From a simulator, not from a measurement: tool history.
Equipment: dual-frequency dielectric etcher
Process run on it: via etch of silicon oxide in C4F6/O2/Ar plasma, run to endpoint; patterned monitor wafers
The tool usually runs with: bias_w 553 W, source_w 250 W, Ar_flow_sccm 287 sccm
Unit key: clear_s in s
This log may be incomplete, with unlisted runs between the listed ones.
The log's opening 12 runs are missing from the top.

| run | hour | bias_w | source_w | Ar_flow_sccm | incoming incoming film thickness, nm | clear_s |
|---|---|---|---|---|---|---|
| 13 | 360.1 | 553 | 250 | 287 | 170.3 | 39.9 |
| 14 | 386.5 | 553 | 300 | 287 | 169.7 | 36.6 |
| 15 | 404.4 | 553 | 250 | 287 | 170.6 | 39.6 |
|  | 433.5 | Ar flow controller replaced |
| 16 | 434 | 645 | 250 | 218 | 169.7 | 36.6 |
|  | 439.1 | source power generator calibrated |
| 17 | 450.7 | 625 | 250 | 348 | 170.3 | 38.5 |
| 18 | 471 | 553 | 250 | 287 | 169.9 | 39.5 |
| 19 | 490 | 677 | 200 | 225 | 167 | 40 |
| 20 | 507.4 | 553 | 250 | 287 | 170.9 | 39.3 |
| 21 | 536 | 553 | 250 | 287 | 169.9 | 39.4 |
|  | 577.3 | wet clean of the chamber |
| 22 | 577.8 | 553 | 250 | 287 | 171.6 | 41.7 |
| 23 | 579.4 | 553 | 300 | 339 | 170.8 | 38.1 |
| 24 | 605 | 415 | 280 | 250 | 168.2 | 43 |
| 25 | 628.2 | 553 | 250 | 287 | 171.1 | 41.3 |
| 26 | 691.1 | 553 | 290 | 312 | 170.6 | 37.9 |
| 27 | 712.1 | 672 | 290 | 287 | 170 | 34.7 |
| 28 | 733.6 | 553 | 250 | 287 | 170.2 | 40.8 |
| 29 | 754.9 | 553 | 250 | 332 | 171.3 | 41.9 |
| 30 | 782 | 487 | 250 | 259 | 169.3 | 42.3 |

What if the next run were any one of these 3? Each begins from the tool's condition after run 30:
| A | 782.4 | 553 | 250 | 287 | 169.8 | ? |
| B | 782.4 | 553 | 290 | 287 | 169.8 | ? |
| C | 782.4 | 448 | 250 | 287 | 169.8 | ? |

| run | clear_s |
|---|---|
| A | 40.1 |
| B | 36.9 |
| C | 43.9 |
Without the tool's unlogged condition, the same runs would have read:
| run | clear_s |
|---|---|
| A | 40.9 |
| B | 37.6 |
| C | 44.8 |

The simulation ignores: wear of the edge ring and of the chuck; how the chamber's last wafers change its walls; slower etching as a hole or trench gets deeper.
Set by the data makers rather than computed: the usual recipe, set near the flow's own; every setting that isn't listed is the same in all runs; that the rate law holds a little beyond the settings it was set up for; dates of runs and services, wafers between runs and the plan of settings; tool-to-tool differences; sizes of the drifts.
